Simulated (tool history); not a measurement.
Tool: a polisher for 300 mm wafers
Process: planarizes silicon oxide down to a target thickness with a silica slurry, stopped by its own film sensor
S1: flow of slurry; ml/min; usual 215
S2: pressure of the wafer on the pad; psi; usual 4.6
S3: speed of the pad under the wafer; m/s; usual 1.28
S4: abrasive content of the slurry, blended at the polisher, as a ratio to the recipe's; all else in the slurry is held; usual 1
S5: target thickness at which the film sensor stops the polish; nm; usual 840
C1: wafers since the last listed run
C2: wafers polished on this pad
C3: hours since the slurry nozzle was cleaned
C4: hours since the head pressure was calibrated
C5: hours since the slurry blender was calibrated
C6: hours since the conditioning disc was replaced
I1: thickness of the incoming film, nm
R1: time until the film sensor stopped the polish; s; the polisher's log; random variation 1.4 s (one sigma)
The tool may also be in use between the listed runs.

run 1 hour=0 | S1=215 S2=4.6 S3=1.28 S4=1 S5=840 | C1=0 C2=6604 C3=110.9 C4=1219 C5=428.4 C6=359.7 | I1=1223.6 | R1=77.1
-- hour=5.7 head pressure recalibrated
-- hour=69.1 worn pad replaced by a new one
run 2 hour=75.7 | S1=215 S2=4.6 S3=1.28 S4=1 S5=840 | C1=729 C2=69 C3=186.6 C4=70 C5=504.1 C6=435.4 | I1=1221.7 | R1=80.5
run 3 hour=143.6 | S1=215 S2=4.6 S3=1.28 S4=1 S5=800 | C1=710 C2=779 C3=254.5 C4=137.9 C5=572 C6=503.3 | I1=1207.2 | R1=87.5
-- hour=251.1 conditioning disc replaced and pad reconditioned
run 4 hour=262.1 | S1=215 S2=5.6 S3=1.28 S4=1.15 S5=840 | C1=1218 C2=1998 C3=373 C4=256.4 C5=690.5 C6=11 | I1=1237.1 | R1=70.1
-- hour=297.7 slurry blender recalibrated
run 5 hour=416 | S1=215 S2=5.6 S3=1.28 S4=1.15 S5=840 | C1=1588 C2=3587 C3=526.9 C4=410.3 C5=118.3 C6=164.9 | I1=1194.3 | R1=56.2
-- hour=479.5 slurry nozzle cleaned
run 6 hour=519.7 | S1=215 S2=4.6 S3=1.28 S4=1 S5=909 | C1=1074 C2=4661 C3=40.2 C4=514 C5=222 C6=268.6 | I1=1225.5 | R1=64
run 7 hour=618.3 | S1=235 S2=3.7 S3=1.56 S4=1 S5=761 | C1=1031 C2=5692 C3=138.8 C4=612.6 C5=320.6 C6=367.2 | I1=1228.3 | R1=98.8
run 8 hour=713.3 | S1=215 S2=4.6 S3=1.28 S4=1 S5=840 | C1=993 C2=6686 C3=233.8 C4=707.6 C5=415.6 C6=462.2 | I1=1225 | R1=80.5
-- hour=738.1 worn pad replaced by a new one
run 9 hour=791.8 | S1=265 S2=4.6 S3=0.94 S4=0.8 S5=903 | C1=779 C2=561 C3=312.3 C4=786.1 C5=494.1 C6=540.7 | I1=1217.3 | R1=96.6
-- hour=883 slurry blender recalibrated
run 10 hour=891.7 | S1=170 S2=5.9 S3=1.28 S4=1 S5=840 | C1=1023 C2=1585 C3=412.2 C4=886 C5=8.7 C6=640.6 | I1=1237.7 | R1=63.5
-- hour=963.7 conditioning disc replaced and pad reconditioned
run 11 hour=1010.6 | S1=215 S2=4.6 S3=1.28 S4=1.25 S5=759 | C1=1222 C2=2808 C3=531.1 C4=1004.9 C5=127.6 C6=46.9 | I1=1219.9 | R1=82.6
-- hour=1093.7 head pressure recalibrated
run 12 hour=1102.6 | S1=215 S2=4.6 S3=1.28 S4=1 S5=840 | C1=941 C2=3749 C3=623.1 C4=8.9 C5=219.6 C6=138.9 | I1=1214.7 | R1=74.4
run 13 hour=1143.4 | S1=215 S2=3.7 S3=1.28 S4=0.8 S5=840 | C1=426 C2=4176 C3=663.9 C4=49.7 C5=260.4 C6=179.7 | I1=1215.1 | R1=104.3
run 14 hour=1195.5 | S1=215 S2=4.6 S3=1.28 S4=1.15 S5=840 | C1=544 C2=4721 C3=716 C4=101.8 C5=312.5 C6=231.8 | I1=1233.2 | R1=77.6
-- hour=1252.5 slurry nozzle cleaned
run 15 hour=1258.5 | S1=215 S2=4.6 S3=1.28 S4=1 S5=764 | C1=648 C2=5369 C3=6 C4=164.8 C5=375.5 C6=294.8 | I1=1244.8 | R1=102.8
-- hour=1294.3 worn pad replaced by a new one
run 16 hour=1344.9 | S1=215 S2=5.3 S3=1.16 S4=1 S5=840 | C1=861 C2=529 C3=92.4 C4=251.2 C5=461.9 C6=381.2 | I1=1240.1 | R1=80
run 17 hour=1421.1 | S1=215 S2=6 S3=0.88 S4=1 S5=958 | C1=797 C2=1326 C3=168.6 C4=327.4 C5=538.1 C6=457.4 | I1=1208.6 | R1=57.9
run 18 hour=1570.8 | S1=215 S2=5.8 S3=1.28 S4=1.1 S5=840 | C1=1565 C2=2891 C3=318.3 C4=477.1 C5=687.8 C6=607.1 | I1=1234.4 | R1=73.9
-- hour=1590.7 slurry blender recalibrated
run 19 hour=1607.8 | S1=185 S2=4.6 S3=1.28 S4=0.9 S5=840 | C1=366 C2=3257 C3=355.3 C4=514.1 C5=17.1 C6=644.1 | I1=1222.9 | R1=80.5
-- hour=1631.7 conditioning disc replaced and pad reconditioned
run 20 hour=1644.6 | S1=215 S2=4.6 S3=1.28 S4=1 S5=840 | C1=363 C2=3621 C3=392.1 C4=550.9 C5=53.9 C6=12.9 | I1=1222.3 | R1=75.1
run 21 hour=1767.4 | S1=195 S2=4.6 S3=1.28 S4=1 S5=840 | C1=1284 C2=4906 C3=514.9 C4=673.7 C5=176.7 C6=135.7 | I1=1211.8 | R1=71.6
run 22 hour=1840.1 | S1=260 S2=4.6 S3=1.28 S4=1.25 S5=772 | C1=760 C2=5666 C3=587.6 C4=746.4 C5=249.4 C6=208.4 | I1=1226.1 | R1=79.6
-- hour=1895.7 slurry nozzle cleaned
run 23 hour=1947.1 | S1=170 S2=4.6 S3=1.44 S4=1.25 S5=840 | C1=1108 C2=6775 C3=51.4 C4=853.4 C5=356.4 C6=315.4 | I1=1221 | R1=67.5
-- hour=1976.6 worn pad replaced by a new one
run 24 hour=2038 | S1=180 S2=4.6 S3=1.28 S4=1 S5=840 | C1=908 C2=641 C3=142.3 C4=944.3 C5=447.3 C6=406.3 | I1=1225.7 | R1=80.6
run 25 hour=2129.8 | S1=215 S2=4.6 S3=1.28 S4=1 S5=840 | C1=960 C2=1602 C3=234.1 C4=1036.1 C5=539.1 C6=498.1 | I1=1203.5 | R1=77.4

4 ways to go on from here, each from the tool as it stands after run 25. What would each give?
run A hour=2130.2 | S1=185 S2=4.6 S3=1.28 S4=1 S5=840 | C1=4 C2=1606 C3=234.5 C4=1036.5 C5=539.5 C6=498.5 | I1=1226.6 | R1=?
run B hour=2130.2 | S1=150 S2=4.6 S3=0.86 S4=1.15 S5=840 | C1=4 C2=1606 C3=234.5 C4=1036.5 C5=539.5 C6=498.5 | I1=1226.6 | R1=?
run C hour=2130.2 | S1=170 S2=5.5 S3=1.28 S4=1 S5=964 | C1=4 C2=1606 C3=234.5 C4=1036.5 C5=539.5 C6=498.5 | I1=1226.6 | R1=?
run D hour=2130.2 | S1=215 S2=4.6 S3=1.4 S4=1 S5=799 | C1=4 C2=1606 C3=234.5 C4=1036.5 C5=539.5 C6=498.5 | I1=1226.6 | R1=?

run=A R1=83.3
run=B R1=108.6
run=C R1=48.7
run=D R1=84.8
Without the tool's hidden state the same runs would have given:
run=A R1=74.9
run=B R1=98.3
run=C R1=43.8
run=D R1=76.2
